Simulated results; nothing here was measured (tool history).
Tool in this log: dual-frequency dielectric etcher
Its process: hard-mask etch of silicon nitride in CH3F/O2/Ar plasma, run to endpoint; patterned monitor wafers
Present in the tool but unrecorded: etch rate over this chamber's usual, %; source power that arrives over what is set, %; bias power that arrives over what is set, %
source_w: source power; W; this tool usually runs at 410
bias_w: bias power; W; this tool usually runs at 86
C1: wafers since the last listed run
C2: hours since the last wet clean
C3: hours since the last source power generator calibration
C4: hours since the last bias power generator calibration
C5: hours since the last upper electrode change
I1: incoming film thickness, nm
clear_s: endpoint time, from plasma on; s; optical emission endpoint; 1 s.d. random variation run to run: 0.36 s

{"run": 1, "day": 0.0, "source_w": 410, "bias_w": 86, "C1": 0, "C2": 282.7, "C3": 2327.1, "C4": 2490.1, "C5": 3183.2, "I1": 52.5, "clear_s": 70.1}
{"run": 2, "day": 0.742, "source_w": 410, "bias_w": 86, "C1": 212, "C2": 300.5, "C3": 2344.9, "C4": 2507.9, "C5": 3201, "I1": 51.9, "clear_s": 69}
{"run": 3, "day": 1.267, "source_w": 410, "bias_w": 86, "C1": 150, "C2": 313.1, "C3": 2357.5, "C4": 2520.5, "C5": 3213.6, "I1": 51.9, "clear_s": 69.2}
{"run": 4, "day": 1.583, "source_w": 410, "bias_w": 86, "C1": 90, "C2": 320.7, "C3": 2365.1, "C4": 2528.1, "C5": 3221.2, "I1": 51.8, "clear_s": 69.3}
{"run": 5, "day": 2.312, "source_w": 410, "bias_w": 86, "C1": 209, "C2": 338.2, "C3": 2382.6, "C4": 2545.6, "C5": 3238.7, "I1": 52.3, "clear_s": 69.2}
{"run": 6, "day": 2.817, "source_w": 410, "bias_w": 86, "C1": 144, "C2": 350.3, "C3": 2394.7, "C4": 2557.7, "C5": 3250.8, "I1": 52.2, "clear_s": 69.5}
{"run": 7, "day": 3.508, "source_w": 410, "bias_w": 86, "C1": 198, "C2": 366.9, "C3": 2411.3, "C4": 2574.3, "C5": 3267.4, "I1": 52.3, "clear_s": 69.7}
{"run": 8, "day": 4.208, "source_w": 410, "bias_w": 86, "C1": 200, "C2": 383.7, "C3": 2428.1, "C4": 2591.1, "C5": 3284.2, "I1": 52.5, "clear_s": 69.5}
{"run": 9, "day": 4.875, "source_w": 410, "bias_w": 86, "C1": 191, "C2": 399.7, "C3": 2444.1, "C4": 2607.1, "C5": 3300.2, "I1": 51.9, "clear_s": 68.6}
{"run": 10, "day": 5.246, "source_w": 410, "bias_w": 78, "C1": 106, "C2": 408.6, "C3": 2453, "C4": 2616, "C5": 3309.1, "I1": 51.3, "clear_s": 70.9}
{"run": 11, "day": 5.962, "source_w": 410, "bias_w": 78, "C1": 205, "C2": 425.8, "C3": 2470.2, "C4": 2633.2, "C5": 3326.3, "I1": 52.5, "clear_s": 72.9}
{"day": 6.417, "done": "source power generator calibrated"}
{"run": 12, "day": 7.233, "source_w": 410, "bias_w": 86, "C1": 316, "C2": 456.3, "C3": 19.6, "C4": 2663.7, "C5": 3356.8, "I1": 51.4, "clear_s": 67.8}
{"run": 13, "day": 9.412, "source_w": 410, "bias_w": 86, "C1": 625, "C2": 508.6, "C3": 71.9, "C4": 2716, "C5": 3409.1, "I1": 52, "clear_s": 69.4}
{"run": 14, "day": 10.004, "source_w": 410, "bias_w": 86, "C1": 169, "C2": 522.8, "C3": 86.1, "C4": 2730.2, "C5": 3423.3, "I1": 51.2, "clear_s": 68.1}
{"run": 15, "day": 10.283, "source_w": 410, "bias_w": 86, "C1": 80, "C2": 529.5, "C3": 92.8, "C4": 2736.9, "C5": 3430, "I1": 51.9, "clear_s": 68.8}
{"run": 16, "day": 10.983, "source_w": 410, "bias_w": 86, "C1": 200, "C2": 546.3, "C3": 109.6, "C4": 2753.7, "C5": 3446.8, "I1": 52.3, "clear_s": 69.5}
{"run": 17, "day": 11.433, "source_w": 440, "bias_w": 99, "C1": 129, "C2": 557.1, "C3": 120.4, "C4": 2764.5, "C5": 3457.6, "I1": 52, "clear_s": 64}
{"run": 18, "day": 11.804, "source_w": 410, "bias_w": 86, "C1": 106, "C2": 566, "C3": 129.3, "C4": 2773.4, "C5": 3466.5, "I1": 51.8, "clear_s": 69}
{"run": 19, "day": 12.317, "source_w": 440, "bias_w": 93, "C1": 147, "C2": 578.3, "C3": 141.6, "C4": 2785.7, "C5": 3478.8, "I1": 52.1, "clear_s": 65.8}
{"run": 20, "day": 12.858, "source_w": 410, "bias_w": 86, "C1": 155, "C2": 591.3, "C3": 154.6, "C4": 2798.7, "C5": 3491.8, "I1": 51.6, "clear_s": 68.7}

Run 21 has not been measured yet. What should we expect?
{"run": 21, "day": 13.254, "source_w": 410, "bias_w": 86, "C1": 113, "C2": 600.8, "C3": 164.1, "C4": 2808.2, "C5": 3501.3, "I1": 51.7, "clear_s": "?"}

clear_s: 68.3 s
With the hidden condition absent and the run-to-run variation left alone, this run would have shown clear_s 68.3 s.

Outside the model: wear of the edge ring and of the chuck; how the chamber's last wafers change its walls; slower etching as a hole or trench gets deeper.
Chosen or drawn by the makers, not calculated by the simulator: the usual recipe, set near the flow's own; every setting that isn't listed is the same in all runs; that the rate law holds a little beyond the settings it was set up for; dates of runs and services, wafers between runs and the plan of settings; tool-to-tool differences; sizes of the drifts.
